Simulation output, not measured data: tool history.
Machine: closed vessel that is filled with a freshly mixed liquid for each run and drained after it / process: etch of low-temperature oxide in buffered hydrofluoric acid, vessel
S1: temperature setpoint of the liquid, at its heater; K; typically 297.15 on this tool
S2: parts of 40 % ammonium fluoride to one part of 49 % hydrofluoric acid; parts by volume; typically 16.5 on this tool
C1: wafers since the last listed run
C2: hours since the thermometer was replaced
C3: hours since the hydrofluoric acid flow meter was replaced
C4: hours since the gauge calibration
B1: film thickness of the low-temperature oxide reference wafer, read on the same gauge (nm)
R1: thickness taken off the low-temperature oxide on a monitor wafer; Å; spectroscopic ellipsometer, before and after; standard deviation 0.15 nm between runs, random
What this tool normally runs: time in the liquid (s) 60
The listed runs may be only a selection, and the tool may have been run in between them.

Run 1, hour 0: usual settings; C1 0; C2 1909.3; C3 467.2; C4 18.5; B1 109.98. Result: R1 768.4 Å.
Run 2, hour 17.3: usual settings; C1 1104; C2 1926.6; C3 484.5; C4 35.8; B1 109.98. Result: R1 767.2 Å.
Run 3, hour 23.3: usual settings; C1 383; C2 1932.6; C3 490.5; C4 41.8; B1 110.03. Result: R1 766.4 Å.
Run 4, hour 31.2: usual settings but S2 19 parts by volume; C1 504; C2 1940.5; C3 498.4; C4 49.7; B1 109.98. Result: R1 665.2 Å.
Run 5, hour 41.6: usual settings but S2 19 parts by volume; C1 663; C2 1950.9; C3 508.8; C4 60.1; B1 109.99. Result: R1 669.3 Å.
Run 6, hour 50.4: usual settings but S2 19 parts by volume; C1 561; C2 1959.7; C3 517.6; C4 68.9; B1 110.01. Result: R1 669.8 Å.
At hour 58.8: gauge calibrated.
Run 7, hour 62.4: usual settings; C1 766; C2 1971.7; C3 529.6; C4 3.6; B1 110.05. Result: R1 767.3 Å.
At hour 64.6: thermometer replaced.
Run 8, hour 69.1: usual settings but S2 19 parts by volume, time in the liquid (s) 80; C1 363; C2 4.5; C3 536.3; C4 10.3; B1 109.99. Result: R1 777.4 Å.
Run 9, hour 75.4: usual settings but S2 20 parts by volume, time in the liquid (s) 50; C1 402; C2 10.8; C3 542.6; C4 16.6; B1 110. Result: R1 468.1 Å.
Run 10, hour 85.2: usual settings but time in the liquid (s) 90; C1 625; C2 20.6; C3 552.4; C4 26.4; B1 109.99. Result: R1 1006 Å.
At hour 86.5: hydrofluoric acid flow meter replaced.
Run 11, hour 99: usual settings; C1 817; C2 34.4; C3 12.5; C4 40.2; B1 110.04. Result: R1 702.1 Å.
Run 12, hour 109: usual settings but S2 19 parts by volume, time in the liquid (s) 80; C1 638; C2 44.4; C3 22.5; C4 50.2; B1 109.98. Result: R1 815.7 Å.
Run 13, hour 117: usual settings but time in the liquid (s) 45; C1 510; C2 52.4; C3 30.5; C4 58.2; B1 110.03. Result: R1 527.5 Å.
At hour 134.7: gauge calibrated.
Run 14, hour 134.9: usual settings but time in the liquid (s) 30; C1 1142; C2 70.3; C3 48.4; C4 0.2; B1 109.98. Result: R1 350.2 Å.
Run 15, hour 144.1: usual settings but S1 298.65 K, S2 10.5 parts by volume, time in the liquid (s) 95; C1 587; C2 79.5; C3 57.6; C4 9.4; B1 110.02. Result: R1 1873.6 Å.

Below are 5 alternative next runs, each starting from the tool's condition after run 15. Predict each:
Run A, hour 144.8: usual settings; C1 44; C2 80.2; C3 58.3; C4 10.1; B1 ?. Result: R1 ?.
Run B, hour 144.8: usual settings but S1 293.15 K, time in the liquid (s) 85; C1 44; C2 80.2; C3 58.3; C4 10.1; B1 ?. Result: R1 ?.
Run C, hour 144.8: usual settings but S1 294.15 K, time in the liquid (s) 50; C1 44; C2 80.2; C3 58.3; C4 10.1; B1 ?. Result: R1 ?.
Run D, hour 144.8: usual settings but S1 292.15 K, time in the liquid (s) 35; C1 44; C2 80.2; C3 58.3; C4 10.1; B1 ?. Result: R1 ?.
Run E, hour 144.8: usual settings but S2 14 parts by volume; C1 44; C2 80.2; C3 58.3; C4 10.1; B1 ?. Result: R1 ?.

run      B1     R1
  A  109.99  702.9
  B  109.99  798.5
  C  109.99  496.6
  D  109.99  310.9
  E  109.99  826.1
Had the tool no hidden state, the same runs would have come out as:
run     R1
  A  688.6
  B  781.8
  C  486.3
  D  304.3
  E  809.3

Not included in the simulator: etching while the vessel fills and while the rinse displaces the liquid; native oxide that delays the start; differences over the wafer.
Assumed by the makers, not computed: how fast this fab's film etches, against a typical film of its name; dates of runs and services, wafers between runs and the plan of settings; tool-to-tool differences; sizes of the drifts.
